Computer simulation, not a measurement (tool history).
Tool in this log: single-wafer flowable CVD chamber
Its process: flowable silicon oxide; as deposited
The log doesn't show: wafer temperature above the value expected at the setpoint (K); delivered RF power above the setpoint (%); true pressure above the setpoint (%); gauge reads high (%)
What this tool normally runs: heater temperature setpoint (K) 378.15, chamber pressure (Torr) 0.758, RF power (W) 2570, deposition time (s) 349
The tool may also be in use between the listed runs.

| run | hour | heater temperature setpoint (K) | chamber pressure (Torr) | RF power (W) | deposition time (s) | wafers since the last listed run | hours since the last thermocouple change | hours since the last RF generator calibration | hours since the last manometer calibration | hours since the showerhead was replaced | hours since the gauge calibration | read-back reference wafer on the same gauge, thickness_nm | mean film thickness on the monitor wafer (angstrom) |
|---|---|---|---|---|---|---|---|---|---|---|---|---|---|
| 1 | 0.0 | 378.15 | 0.758 | 2570 | 349 | 0 | 1013.3 | 1621.5 | 950.3 | 4887.4 | 18.1 | 164.015 | 1610.92 |
| 2 | 12.3 | 378.15 | 0.758 | 2570 | 349 | 38 | 1025.6 | 1633.8 | 962.6 | 4899.7 | 30.4 | 164.083 | 1613.74 |
| 3 | 24.1 | 378.15 | 0.758 | 2570 | 349 | 37 | 1037.4 | 1645.6 | 974.4 | 4911.5 | 42.2 | 163.972 | 1602.40 |
| 4 | 36.4 | 378.15 | 0.758 | 2570 | 349 | 38 | 1049.7 | 1657.9 | 986.7 | 4923.8 | 54.5 | 163.903 | 1603.58 |
| 5 | 49.1 | 378.15 | 0.758 | 2570 | 349 | 39 | 1062.4 | 1670.6 | 999.4 | 4936.5 | 67.2 | 164.026 | 1612.01 |
| 6 | 64.2 | 378.15 | 0.758 | 2570 | 349 | 47 | 1077.5 | 1685.7 | 1014.5 | 4951.6 | 82.3 | 164.073 | 1596.21 |
|  | 75.4 | RF generator calibrated |
|  | 82.1 | showerhead replaced |
| 7 | 82.6 | 378.15 | 0.758 | 2570 | 349 | 11 | 1095.9 | 7.2 | 1032.9 | 0.5 | 100.7 | 163.966 | 1603.29 |
| 8 | 83.0 | 387.15 | 0.758 | 2570 | 330 | 1 | 1096.3 | 7.6 | 1033.3 | 0.9 | 101.1 | 163.964 | 1077.26 |
|  | 92.3 | gauge calibrated |
| 9 | 99.2 | 378.15 | 0.758 | 2880 | 384 | 50 | 1112.5 | 23.8 | 1049.5 | 17.1 | 6.9 | 163.979 | 1771.44 |
|  | 126.0 | capacitance manometer re-zeroed and calibrated |
|  | 152.1 | thermocouple changed; heater temperature recalibrated |
| 10 | 152.6 | 378.15 | 0.758 | 2570 | 413 | 117 | 0.5 | 77.2 | 26.6 | 70.5 | 60.3 | 164.053 | 1884.63 |
| 11 | 160.7 | 378.15 | 0.758 | 2570 | 349 | 25 | 8.6 | 85.3 | 34.7 | 78.6 | 68.4 | 163.986 | 1596.44 |
| 12 | 167.6 | 378.15 | 0.758 | 2090 | 349 | 21 | 15.5 | 92.2 | 41.6 | 85.5 | 75.3 | 164.090 | 1550.44 |
| 13 | 178.5 | 378.15 | 0.619 | 2570 | 349 | 34 | 26.4 | 103.1 | 52.5 | 96.4 | 86.2 | 163.994 | 1304.17 |
| 14 | 192.3 | 378.15 | 0.758 | 2570 | 349 | 43 | 40.2 | 116.9 | 66.3 | 110.2 | 100.0 | 163.974 | 1596.74 |

Here are 5 independent what-if runs from the current tool condition. What would each one return?
| A | 192.8 | 378.15 | 0.758 | 2570 | 349 | 1 | 40.7 | 117.4 | 66.8 | 110.7 | 100.5 | ? | ? |
| B | 192.8 | 391.15 | 0.617 | 2885 | 349 | 1 | 40.7 | 117.4 | 66.8 | 110.7 | 100.5 | ? | ? |
| C | 192.8 | 382.15 | 0.867 | 2570 | 298 | 1 | 40.7 | 117.4 | 66.8 | 110.7 | 100.5 | ? | ? |
| D | 192.8 | 390.15 | 0.758 | 2570 | 375 | 1 | 40.7 | 117.4 | 66.8 | 110.7 | 100.5 | ? | ? |
| E | 192.8 | 378.15 | 0.881 | 2570 | 390 | 1 | 40.7 | 117.4 | 66.8 | 110.7 | 100.5 | ? | ? |

| run | read-back reference wafer on the same gauge, thickness_nm | mean film thickness on the monitor wafer (angstrom) |
|---|---|---|
| A | 163.860 | 1613.95 |
| B | 163.860 | 831.79 |
| C | 163.860 | 1357.03 |
| D | 163.860 | 1123.26 |
| E | 163.860 | 2097.77 |
Take away the tool's hidden state, keep each run's random variation, and the runs would have read:
| run | mean film thickness on the monitor wafer (angstrom) |
|---|---|
| A | 1615.69 |
| B | 834.34 |
| C | 1358.34 |
| D | 1126.00 |
| E | 2099.07 |

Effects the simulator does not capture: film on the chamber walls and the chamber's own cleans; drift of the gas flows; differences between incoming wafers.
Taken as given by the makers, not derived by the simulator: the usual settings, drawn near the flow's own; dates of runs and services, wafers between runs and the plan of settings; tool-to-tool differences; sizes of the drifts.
